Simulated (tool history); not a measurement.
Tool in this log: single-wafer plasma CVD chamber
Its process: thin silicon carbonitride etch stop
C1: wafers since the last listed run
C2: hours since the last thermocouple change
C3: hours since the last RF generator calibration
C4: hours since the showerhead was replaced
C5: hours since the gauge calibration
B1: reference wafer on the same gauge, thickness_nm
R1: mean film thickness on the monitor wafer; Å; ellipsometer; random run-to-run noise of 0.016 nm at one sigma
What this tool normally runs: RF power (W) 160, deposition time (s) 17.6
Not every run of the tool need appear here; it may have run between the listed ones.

Run 1, hour 0: usual settings; C1 0; C2 533.1; C3 429.3; C4 5829.1; C5 1804.9; B1 9.596. Result: R1 104.78 Å.
Run 2, hour 46.3: usual settings but RF power (W) 140; C1 1002; C2 579.4; C3 475.6; C4 5875.4; C5 1851.2; B1 9.601. Result: R1 100.55 Å.
Run 3, hour 109.2: usual settings but RF power (W) 140; C1 1361; C2 642.3; C3 538.5; C4 5938.3; C5 1914.1; B1 9.599. Result: R1 100.25 Å.
Run 4, hour 215.8: usual settings but RF power (W) 140; C1 2307; C2 748.9; C3 645.1; C4 6044.9; C5 2020.7; B1 9.6. Result: R1 100.49 Å.
Run 5, hour 306.6: usual settings but RF power (W) 145, deposition time (s) 20; C1 1965; C2 839.7; C3 735.9; C4 6135.7; C5 2111.5; B1 9.601. Result: R1 115.03 Å.
Run 6, hour 345.5: usual settings but RF power (W) 145, deposition time (s) 20; C1 842; C2 878.6; C3 774.8; C4 6174.6; C5 2150.4; B1 9.6. Result: R1 114.55 Å.
At hour 375.8: gauge calibrated.
Run 7, hour 424.2: usual settings but RF power (W) 145, deposition time (s) 20; C1 1703; C2 957.3; C3 853.5; C4 6253.3; C5 48.4; B1 9.604. Result: R1 114.2 Å.
Run 8, hour 496.8: usual settings; C1 1571; C2 1029.9; C3 926.1; C4 6325.9; C5 121; B1 9.596. Result: R1 103.43 Å.
At hour 546.4: RF generator calibrated.
Run 9, hour 575.4: usual settings; C1 1528; C2 1108.5; C3 29; C4 6404.5; C5 199.6; B1 9.596. Result: R1 105.26 Å.
Run 10, hour 656.6: usual settings; C1 1758; C2 1189.7; C3 110.2; C4 6485.7; C5 280.8; B1 9.596. Result: R1 105.47 Å.
Run 11, hour 704.2: usual settings; C1 1030; C2 1237.3; C3 157.8; C4 6533.3; C5 328.4; B1 9.6. Result: R1 105.25 Å.
Run 12, hour 775.9: usual settings; C1 1552; C2 1309; C3 229.5; C4 6605; C5 400.1; B1 9.6. Result: R1 105.34 Å.
Run 13, hour 822.3: usual settings; C1 1004; C2 1355.4; C3 275.9; C4 6651.4; C5 446.5; B1 9.6. Result: R1 104.89 Å.
Run 14, hour 858.5: usual settings; C1 783; C2 1391.6; C3 312.1; C4 6687.6; C5 482.7; B1 9.6. Result: R1 105.19 Å.
Run 15, hour 946: usual settings but RF power (W) 175, deposition time (s) 20.6; C1 1894; C2 1479.1; C3 399.6; C4 6775.1; C5 570.2; B1 9.599. Result: R1 126.21 Å.
Run 16, hour 987.9: usual settings but RF power (W) 175, deposition time (s) 14.5; C1 907; C2 1521; C3 441.5; C4 6817; C5 612.1; B1 9.601. Result: R1 88.72 Å.
Run 17, hour 1041.9: usual settings but RF power (W) 155; C1 1169; C2 1575; C3 495.5; C4 6871; C5 666.1; B1 9.598. Result: R1 103.81 Å.
Run 18, hour 1084.8: usual settings but deposition time (s) 15.1; C1 928; C2 1617.9; C3 538.4; C4 6913.9; C5 709; B1 9.6. Result: R1 90.01 Å.
Run 19, hour 1142.8: usual settings but RF power (W) 170; C1 1255; C2 1675.9; C3 596.4; C4 6971.9; C5 767; B1 9.6. Result: R1 106.49 Å.
Run 20, hour 1231.6: usual settings but RF power (W) 175, deposition time (s) 20.2; C1 1922; C2 1764.7; C3 685.2; C4 7060.7; C5 855.8; B1 9.604. Result: R1 123.12 Å.
Run 21, hour 1340: usual settings but deposition time (s) 14.5; C1 2346; C2 1873.1; C3 793.6; C4 7169.1; C5 964.2; B1 9.602. Result: R1 85.7 Å.
At hour 1367.5: RF generator calibrated.
At hour 1385.3: showerhead replaced.
Run 22, hour 1385.8: usual settings; C1 645; C2 1918.9; C3 18.3; C4 0.5; C5 1010; B1 9.6. Result: R1 105.18 Å.

For run 23, what comes out?
Run 23, hour 1434.3: usual settings but deposition time (s) 14.3; C1 1050; C2 1967.4; C3 66.8; C4 49; C5 1058.5; B1 ?. Result: R1 ?.

{"run 23": {"B1": 9.603, "R1": 85.4}}
Without the tool's hidden state the same run would have given R1 85.48 Å.
